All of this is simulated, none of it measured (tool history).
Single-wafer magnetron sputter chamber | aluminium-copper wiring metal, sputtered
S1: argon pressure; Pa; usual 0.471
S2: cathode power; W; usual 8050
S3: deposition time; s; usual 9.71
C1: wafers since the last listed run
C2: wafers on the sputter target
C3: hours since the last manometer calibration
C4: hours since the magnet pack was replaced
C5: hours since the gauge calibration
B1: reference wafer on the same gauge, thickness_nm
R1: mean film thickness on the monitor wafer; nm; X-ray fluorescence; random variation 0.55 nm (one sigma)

run,day,S1,S2,S3,C1,C2,C3,C4,C5,B1,R1
1,0,0.471,8050,9.71,0,4394,1950.5,8772,445.6,122.404,138.729
2,6.383,0.471,8050,9.71,3344,7739,2103.7,8925.2,598.8,122.777,138.457
# day 9.6: sputter target and shields replaced
3,14.742,0.471,8050,9.71,4205,2694,2304.3,9125.8,799.4,123.24,138.58
4,15.754,0.542,8050,9.71,530,3224,2328.6,9150.1,823.7,123.439,135.179
5,17.529,0.542,8050,9.71,930,4154,2371.2,9192.7,866.3,123.334,134.812
6,20.267,0.542,8050,9.71,1434,5589,2436.9,9258.4,932,123.618,134.497
7,23.221,0.471,8050,9.71,1547,7137,2507.8,9329.3,1002.9,123.503,138.695
# day 24.254: capacitance manometer re-zeroed and calibrated
# day 26.471: sputter target and shields replaced
8,26.492,0.471,8050,9.71,1364,11,53.7,9407.8,1081.4,123.783,139.112
9,28.354,0.471,8050,11.18,975,987,98.4,9452.5,1126.1,123.776,160.354
10,30.933,0.471,8050,11.18,1351,2338,160.3,9514.4,1188,123.812,160.435
11,32.55,0.471,8050,11.18,847,3185,199.1,9553.2,1226.8,123.82,160.827
12,34.275,0.471,8050,9.71,903,4089,240.5,9594.6,1268.2,123.948,139.557
13,36.508,0.471,8700,9.71,1170,5260,294.1,9648.2,1321.8,123.987,148.956
# day 37.554: gauge calibrated
14,38.892,0.542,8050,9.71,1248,6509,351.3,9705.4,32.1,120.783,132.358
15,40.038,0.471,8050,11.18,600,7109,378.8,9732.9,59.6,120.867,156.845
# day 42.546: sputter target and shields replaced
16,42.608,0.288,6800,11.06,1172,32,440.5,9794.6,121.3,121.565,146.405
17,47.975,0.471,8050,9.71,2812,2844,569.3,9923.4,250.1,122.28,137.071
18,50.388,0.573,8050,9.71,1264,4108,627.2,9981.3,308,122.616,132.817
# day 54.267: magnet pack replaced
19,58.321,0.471,8050,9.71,3982,8091,817.6,97.3,498.4,123.244,137.988
# day 58.667: sputter target and shields replaced
20,64.254,0.597,7400,7.85,2934,2927,960,239.7,640.8,123.691,100.411
21,65.546,0.314,8050,8.08,676,3603,991,270.7,671.8,123.688,122.887
22,67.033,0.471,8050,10.55,779,4383,1026.7,306.4,707.5,123.709,151.957
23,69.983,0.4,8050,7.94,1545,5929,1097.5,377.2,778.3,123.914,116.664
24,71.167,0.342,8050,8.34,620,6549,1125.9,405.6,806.7,124.046,124.99

How the hidden state differs across the entries between the runs, from the last listed run before each to the first after it:
Between runs 2 and 3: sputter target and shields replaced (day 9.6)
  gauge reads high (%): 2.37 -> 2.74
  measured less the result without the state, R1: +3.204 -> +3.702 nm
Between runs 7 and 8: capacitance manometer re-zeroed and calibrated (day 24.254); sputter target and shields replaced (day 26.471)
  gauge reads high (%): 3 -> 3.07
  measured less the result without the state, R1: +4.038 -> +4.146 nm
Between runs 13 and 14: gauge calibrated (day 37.554)
  gauge reads high (%): 3.24 -> 0.585
  measured less the result without the state, R1: +4.67 -> +0.769 nm
Between runs 15 and 16: sputter target and shields replaced (day 42.546)
  gauge reads high (%): 0.775 -> 1.17
  measured less the result without the state, R1: +1.207 -> +1.688 nm
Between runs 18 and 19: magnet pack replaced (day 54.267)
  gauge reads high (%): 2.09 -> 2.74
  measured less the result without the state, R1: +2.721 -> +3.678 nm
Between runs 19 and 20: sputter target and shields replaced (day 58.667)
  gauge reads high (%): 2.74 -> 3.08
  measured less the result without the state, R1: +3.678 -> +3.003 nm
